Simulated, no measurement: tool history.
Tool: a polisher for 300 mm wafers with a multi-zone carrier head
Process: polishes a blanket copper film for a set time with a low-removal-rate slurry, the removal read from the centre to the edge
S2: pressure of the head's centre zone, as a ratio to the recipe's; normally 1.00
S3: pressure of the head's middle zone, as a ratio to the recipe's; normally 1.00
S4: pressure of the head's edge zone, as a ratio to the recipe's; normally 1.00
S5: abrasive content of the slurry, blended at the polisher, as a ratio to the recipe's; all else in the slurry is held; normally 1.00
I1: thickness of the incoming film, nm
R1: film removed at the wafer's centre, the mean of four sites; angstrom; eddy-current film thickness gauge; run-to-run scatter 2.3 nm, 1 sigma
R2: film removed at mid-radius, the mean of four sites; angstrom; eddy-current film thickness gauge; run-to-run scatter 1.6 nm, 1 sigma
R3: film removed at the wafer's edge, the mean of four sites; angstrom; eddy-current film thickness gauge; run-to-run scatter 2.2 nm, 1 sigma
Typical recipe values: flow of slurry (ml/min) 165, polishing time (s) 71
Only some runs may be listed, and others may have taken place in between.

{"run": 1, "hour": 0.0, "flow of slurry (ml/min)": 165, "S2": 1.0, "S3": 1.0, "S4": 1.0, "S5": 1.0, "polishing time (s)": 71, "I1": 1242.7, "R1": 1468, "R2": 1571, "R3": 1625}
{"run": 2, "hour": 79.7, "flow of slurry (ml/min)": 165, "S2": 1.0, "S3": 1.0, "S4": 1.0, "S5": 1.0, "polishing time (s)": 71, "I1": 1245.9, "R1": 1464, "R2": 1531, "R3": 1629}
{"hour": 84.9, "done": "worn pad replaced by a new one"}
{"run": 3, "hour": 137.8, "flow of slurry (ml/min)": 165, "S2": 1.0, "S3": 1.0, "S4": 1.0, "S5": 1.0, "polishing time (s)": 71, "I1": 1235.3, "R1": 1436, "R2": 1542, "R3": 1578}
{"run": 4, "hour": 198.7, "flow of slurry (ml/min)": 165, "S2": 1.0, "S3": 1.0, "S4": 1.0, "S5": 1.25, "polishing time (s)": 71, "I1": 1225.4, "R1": 1449, "R2": 1539, "R3": 1617}
{"run": 5, "hour": 251.4, "flow of slurry (ml/min)": 165, "S2": 1.0, "S3": 1.0, "S4": 1.0, "S5": 1.0, "polishing time (s)": 60, "I1": 1234.5, "R1": 1130, "R2": 1200, "R3": 1241}
{"hour": 275.9, "done": "slurry nozzle cleaned"}
{"hour": 305.2, "done": "centre zone pressure recalibrated"}
{"run": 6, "hour": 357.3, "flow of slurry (ml/min)": 165, "S2": 1.0, "S3": 1.0, "S4": 1.0, "S5": 1.0, "polishing time (s)": 71, "I1": 1226.1, "R1": 1591, "R2": 1581, "R3": 1640}
{"run": 7, "hour": 432.4, "flow of slurry (ml/min)": 165, "S2": 1.0, "S3": 1.0, "S4": 1.0, "S5": 1.0, "polishing time (s)": 71, "I1": 1239.7, "R1": 1523, "R2": 1528, "R3": 1604}
{"hour": 449.5, "done": "worn pad replaced by a new one"}
{"run": 8, "hour": 474.4, "flow of slurry (ml/min)": 165, "S2": 1.0, "S3": 1.0, "S4": 1.0, "S5": 1.1, "polishing time (s)": 71, "I1": 1242.1, "R1": 1505, "R2": 1565, "R3": 1579}
{"run": 9, "hour": 643.4, "flow of slurry (ml/min)": 165, "S2": 1.0, "S3": 1.0, "S4": 1.0, "S5": 1.0, "polishing time (s)": 71, "I1": 1236.9, "R1": 1190, "R2": 1277, "R3": 1411}
{"hour": 647.5, "done": "slurry nozzle cleaned"}
{"hour": 697.5, "done": "edge zone pressure recalibrated"}
{"run": 10, "hour": 722.1, "flow of slurry (ml/min)": 165, "S2": 1.0, "S3": 1.0, "S4": 1.0, "S5": 1.25, "polishing time (s)": 71, "I1": 1233.3, "R1": 1511, "R2": 1642, "R3": 1703}
{"hour": 766.3, "done": "worn pad replaced by a new one"}
{"hour": 767.4, "done": "carrier head's membrane replaced by a new one"}
{"run": 11, "hour": 801.9, "flow of slurry (ml/min)": 165, "S2": 1.0, "S3": 1.0, "S4": 1.0, "S5": 1.0, "polishing time (s)": 60, "I1": 1263.2, "R1": 1242, "R2": 1316, "R3": 1339}
{"hour": 930.6, "done": "centre zone pressure recalibrated"}
{"hour": 966.6, "done": "slurry nozzle cleaned"}
{"hour": 1106.9, "done": "worn pad replaced by a new one"}
{"run": 12, "hour": 1109.4, "flow of slurry (ml/min)": 165, "S2": 1.08, "S3": 0.91, "S4": 0.92, "S5": 1.0, "polishing time (s)": 63, "I1": 1246.7, "R1": 1402, "R2": 1277, "R3": 1372}
{"run": 13, "hour": 1194.2, "flow of slurry (ml/min)": 165, "S2": 1.0, "S3": 1.0, "S4": 1.0, "S5": 1.2, "polishing time (s)": 71, "I1": 1252.3, "R1": 1475, "R2": 1599, "R3": 1666}
{"hour": 1291.9, "done": "slurry nozzle cleaned"}
{"run": 14, "hour": 1294.1, "flow of slurry (ml/min)": 165, "S2": 1.0, "S3": 1.1, "S4": 1.0, "S5": 1.0, "polishing time (s)": 71, "I1": 1247.6, "R1": 1499, "R2": 1758, "R3": 1594}
{"run": 15, "hour": 1343.3, "flow of slurry (ml/min)": 165, "S2": 1.0, "S3": 1.0, "S4": 0.96, "S5": 1.0, "polishing time (s)": 71, "I1": 1238.8, "R1": 1540, "R2": 1605, "R3": 1554}
{"hour": 1421.7, "done": "worn pad replaced by a new one"}
{"run": 16, "hour": 1440.4, "flow of slurry (ml/min)": 165, "S2": 1.0, "S3": 1.0, "S4": 1.0, "S5": 1.0, "polishing time (s)": 71, "I1": 1233.1, "R1": 1466, "R2": 1550, "R3": 1607}
{"hour": 1488.6, "done": "edge zone pressure recalibrated"}
{"run": 17, "hour": 1494.0, "flow of slurry (ml/min)": 165, "S2": 1.0, "S3": 1.03, "S4": 1.0, "S5": 0.85, "polishing time (s)": 71, "I1": 1246.5, "R1": 1405, "R2": 1527, "R3": 1563}
{"hour": 1543.7, "done": "centre zone pressure recalibrated"}
{"run": 18, "hour": 1578.2, "flow of slurry (ml/min)": 140, "S2": 1.04, "S3": 0.93, "S4": 0.91, "S5": 1.0, "polishing time (s)": 71, "I1": 1227.4, "R1": 1390, "R2": 1294, "R3": 1421}
{"hour": 1607.4, "done": "slurry nozzle cleaned"}
{"run": 19, "hour": 1672.1, "flow of slurry (ml/min)": 165, "S2": 0.94, "S3": 1.0, "S4": 1.0, "S5": 1.0, "polishing time (s)": 87, "I1": 1228.6, "R1": 1830, "R2": 1929, "R3": 1972}

Predict each of these 4 candidate next runs independently; none follows another, all start after run 19:
{"run": "A", "hour": 1672.5, "flow of slurry (ml/min)": 165, "S2": 1.0, "S3": 1.0, "S4": 1.0, "S5": 1.0, "polishing time (s)": 71, "I1": 1224.8, "R1": "?", "R2": "?", "R3": "?"}
{"run": "B", "hour": 1672.5, "flow of slurry (ml/min)": 130, "S2": 1.0, "S3": 1.0, "S4": 0.94, "S5": 1.0, "polishing time (s)": 71, "I1": 1224.8, "R1": "?", "R2": "?", "R3": "?"}
{"run": "C", "hour": 1672.5, "flow of slurry (ml/min)": 165, "S2": 1.0, "S3": 1.0, "S4": 1.0, "S5": 0.9, "polishing time (s)": 55, "I1": 1224.8, "R1": "?", "R2": "?", "R3": "?"}
{"run": "D", "hour": 1672.5, "flow of slurry (ml/min)": 165, "S2": 1.0, "S3": 1.0, "S4": 0.9, "S5": 1.0, "polishing time (s)": 71, "I1": 1224.8, "R1": "?", "R2": "?", "R3": "?"}

run=A R1=1571 R2=1610 R3=1625
run=B R1=1479 R2=1527 R3=1519
run=C R1=1192 R2=1221 R3=1232
run=D R1=1571 R2=1611 R3=1546
With the hidden condition removed and each run's random variation left untouched, the same runs would have given:
run=A R1=1627 R2=1615 R3=1629
run=B R1=1533 R2=1533 R3=1523
run=C R1=1234 R2=1225 R3=1235
run=D R1=1627 R2=1616 R3=1550
